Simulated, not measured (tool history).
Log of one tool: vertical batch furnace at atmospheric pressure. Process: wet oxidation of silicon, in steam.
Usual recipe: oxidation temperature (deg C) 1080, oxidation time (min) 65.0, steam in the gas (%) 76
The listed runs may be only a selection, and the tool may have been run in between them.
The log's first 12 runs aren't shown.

run      day  oxidation temperature (deg C)  oxidation time (min)  steam in the gas (%)  wafers since the last listed run  hours since the last temperature calibration  hours since the steam generator was serviced  hours since the gauge calibration  read-back reference wafer on the same gauge, thickness  oxide thickness on the monitor wafer (angstrom)
 13   41.908                           1080                  58.0                    76                              1652                                         330.5                                        2570.6                             2457.0                                                  625.52                                           5106.0
 14   45.296                           1080                  65.0                    76                              1873                                         411.8                                        2651.9                             2538.3                                                  625.20                                           5485.1
 15   46.862                           1080                  65.0                    76                               866                                         449.4                                        2689.5                             2575.9                                                  625.04                                           5449.4
 16   50.508                           1089                  65.0                    76                              2016                                         536.9                                        2777.0                             2663.4                                                  625.02                                           5717.6
 17   53.442                           1080                  65.0                    76                              1622                                         607.3                                        2847.4                             2733.8                                                  625.28                                           5453.7
 18   56.017                           1080                  65.0                    76                              1424                                         669.1                                        2909.2                             2795.6                                                  624.88                                           5410.5
 19   59.750                           1092                  79.5                    76                              2065                                         758.7                                        2998.8                             2885.2                                                  625.28                                           6430.2
 20   64.158                           1092                  55.5                    68                              2438                                         864.5                                        3104.6                             2991.0                                                  625.17                                           4905.0
 21   67.442                           1100                  36.0                    76                              1816                                         943.3                                        3183.4                             3069.8                                                  625.20                                           4182.5
      68.604  -- gauge calibrated
      70.662  -- steam generator serviced
 22   70.683                           1067                  44.0                    88                              1240                                        1021.1                                           0.5                               49.9                                                  625.50                                           4525.3
 23   73.479                           1100                  65.0                    71                              1546                                        1088.2                                          67.6                              117.0                                                  624.89                                           5803.3
 24   75.754                           1097                  54.0                    80                              1258                                        1142.8                                         122.2                              171.6                                                  624.70                                           5518.5
 25   78.208                           1092                  55.5                    68                              1357                                        1201.7                                         181.1                              230.5                                                  624.75                                           5013.7
 26   81.921                           1080                  80.5                    76                              2053                                        1290.8                                         270.2                              319.6                                                  624.96                                           6242.1
 27   85.838                           1095                  65.0                    85                              2166                                        1384.8                                         364.2                              413.6                                                  624.86                                           6251.8
 28   87.771                           1080                  65.0                    76                              1069                                        1431.2                                         410.6                              460.0                                                  625.24                                           5544.2
 29   92.104                           1080                  65.0                    76                              2397                                        1535.2                                         514.6                              564.0                                                  624.02                                           5575.6
 30   95.350                           1080                  65.0                    76                              1795                                        1613.1                                         592.5                              641.9                                                  624.72                                           5488.3
 31   97.396                           1080                  77.0                    80                              1131                                        1662.2                                         641.6                              691.0                                                  625.46                                           6293.2
 32   99.617                           1094                  36.5                    76                              1228                                        1715.5                                         694.9                              744.3                                                  624.89                                           4189.5
 33  101.862                           1072                  46.0                    76                              1242                                        1769.4                                         748.8                              798.2                                                  624.94                                           4319.8
 34  104.392                           1099                  65.0                    81                              1399                                        1830.1                                         809.5                              858.9                                                  625.26                                           6213.5

Expected results for the next run?
 35  106.238                           1080                  43.0                    76                              1021                                        1874.4                                         853.8                              903.2                                                       ?                                                ?

read-back reference wafer on the same gauge, thickness: 625.24
oxide thickness on the monitor wafer (angstrom): 4335.2
Had the tool carried no hidden state, the very same run would have given oxide thickness on the monitor wafer (angstrom) 4367.6.

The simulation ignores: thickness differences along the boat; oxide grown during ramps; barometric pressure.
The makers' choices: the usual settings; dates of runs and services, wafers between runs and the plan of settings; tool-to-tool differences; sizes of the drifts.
